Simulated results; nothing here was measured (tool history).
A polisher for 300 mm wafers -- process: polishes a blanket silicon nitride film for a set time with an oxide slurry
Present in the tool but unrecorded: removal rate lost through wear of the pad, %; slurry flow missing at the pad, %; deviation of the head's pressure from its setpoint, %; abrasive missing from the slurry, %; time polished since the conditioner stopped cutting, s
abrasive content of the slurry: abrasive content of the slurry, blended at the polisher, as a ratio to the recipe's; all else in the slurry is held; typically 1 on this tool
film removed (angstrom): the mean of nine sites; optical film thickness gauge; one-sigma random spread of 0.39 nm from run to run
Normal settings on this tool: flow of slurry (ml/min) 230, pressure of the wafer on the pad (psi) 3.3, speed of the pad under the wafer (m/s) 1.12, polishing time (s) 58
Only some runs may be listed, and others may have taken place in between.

| run | hour | flow of slurry (ml/min) | pressure of the wafer on the pad (psi) | speed of the pad under the wafer (m/s) | abrasive content of the slurry | polishing time (s) | wafers since the last listed run | wafers polished on this pad | hours since the slurry nozzle was cleaned | hours since the head pressure was calibrated | hours since the slurry blender was calibrated | hours since the conditioning disc was replaced | incoming thickness of the incoming film, nm | film removed (angstrom) |
|---|---|---|---|---|---|---|---|---|---|---|---|---|---|---|
| 1 | 0 | 230 | 3.3 | 1.12 | 1.15 | 58 | 0 | 50 | 240.5 | 90.3 | 238.8 | 309.1 | 519.1 | 424 |
|  | 23.4 | conditioning disc replaced and pad reconditioned |
| 2 | 100.3 | 230 | 3.3 | 1.12 | 1.15 | 58 | 1269 | 1320 | 340.8 | 190.6 | 339.1 | 76.9 | 526.7 | 439 |
|  | 147.9 | slurry blender recalibrated |
| 3 | 151.3 | 230 | 3.3 | 1.12 | 1.15 | 58 | 632 | 1953 | 391.8 | 241.6 | 3.4 | 127.9 | 514.5 | 437 |
|  | 166.2 | slurry nozzle cleaned |
| 4 | 192.4 | 230 | 3.3 | 1.12 | 1 | 58 | 517 | 2471 | 26.2 | 282.7 | 44.5 | 169 | 528.3 | 411 |
|  | 255.8 | worn pad replaced by a new one |
| 5 | 285.5 | 230 | 3.3 | 1.12 | 1 | 58 | 1150 | 383 | 119.3 | 375.8 | 137.6 | 262.1 | 513.4 | 408 |
|  | 386.9 | conditioning disc replaced and pad reconditioned |
|  | 560.7 | worn pad replaced by a new one |
|  | 561.6 | slurry nozzle cleaned |
| 6 | 602.9 | 230 | 3.3 | 1.12 | 1 | 58 | 4011 | 534 | 41.3 | 693.2 | 455 | 216 | 520.5 | 413 |
|  | 611.9 | slurry blender recalibrated |
| 7 | 680.8 | 230 | 3.3 | 1.12 | 1 | 58 | 980 | 1514 | 119.2 | 771.1 | 68.9 | 293.9 | 520.4 | 406 |
|  | 726.9 | conditioning disc replaced and pad reconditioned |
| 8 | 727.4 | 230 | 3.3 | 1.12 | 1 | 58 | 576 | 2090 | 165.8 | 817.7 | 115.5 | 0.5 | 518.1 | 423 |
|  | 778 | head pressure recalibrated |
| 9 | 826 | 230 | 3.3 | 1.12 | 1.15 | 58 | 1247 | 3338 | 264.4 | 48 | 214.1 | 99.1 | 515.7 | 430 |
|  | 846 | worn pad replaced by a new one |
| 10 | 918.2 | 230 | 3.3 | 1.12 | 1 | 58 | 1139 | 932 | 356.6 | 140.2 | 306.3 | 191.3 | 523.9 | 403 |
| 11 | 967.9 | 255 | 3.3 | 1.12 | 1 | 72 | 641 | 1574 | 406.3 | 189.9 | 356 | 241 | 523.7 | 507 |
| 12 | 1021.6 | 230 | 3.3 | 1.12 | 0.9 | 58 | 693 | 2268 | 460 | 243.6 | 409.7 | 294.7 | 524.4 | 376 |
|  | 1039.6 | slurry nozzle cleaned |
|  | 1047.8 | slurry blender recalibrated |
| 13 | 1085.7 | 305 | 4 | 1.12 | 0.8 | 58 | 789 | 3057 | 46.1 | 307.7 | 37.9 | 358.8 | 523.2 | 427 |
|  | 1099.9 | conditioning disc replaced and pad reconditioned |
|  | 1133.6 | worn pad replaced by a new one |
| 14 | 1188 | 280 | 3.3 | 1.12 | 1 | 42 | 1243 | 702 | 148.4 | 410 | 140.2 | 88.1 | 528.4 | 303 |
| 15 | 1368.2 | 230 | 3.3 | 1.12 | 1.1 | 64 | 2327 | 3029 | 328.6 | 590.2 | 320.4 | 268.3 | 519.2 | 479 |
|  | 1421.3 | slurry nozzle cleaned |
|  | 1430.4 | conditioning disc replaced and pad reconditioned |
|  | 1445 | worn pad replaced by a new one |
| 16 | 1451.5 | 230 | 3.3 | 1.12 | 1 | 69 | 985 | 84 | 30.2 | 673.5 | 403.7 | 21.1 | 523.6 | 482 |

For each run, what was the tool's unlogged condition?
removal rate lost through wear of the pad, %: 0 on each run
slurry flow missing at the pad, %: 0 on each run
abrasive missing from the slurry, %: 0 on each run
time polished since the conditioner stopped cutting, s: 0 on each run
H1: deviation of the head's pressure from its setpoint, %
| run | H1 |
|---|---|
| 1 | 1.77 |
| 2 | 3.05 |
| 3 | 3.54 |
| 4 | 3.88 |
| 5 | 4.48 |
| 6 | 5.49 |
| 7 | 5.6 |
| 8 | 5.66 |
| 9 | 0.717 |
| 10 | 2.11 |
| 11 | 2.69 |
| 12 | 3.21 |
| 13 | 3.71 |
| 14 | 4.3 |
| 15 | 4.93 |
| 16 | 5.1 |
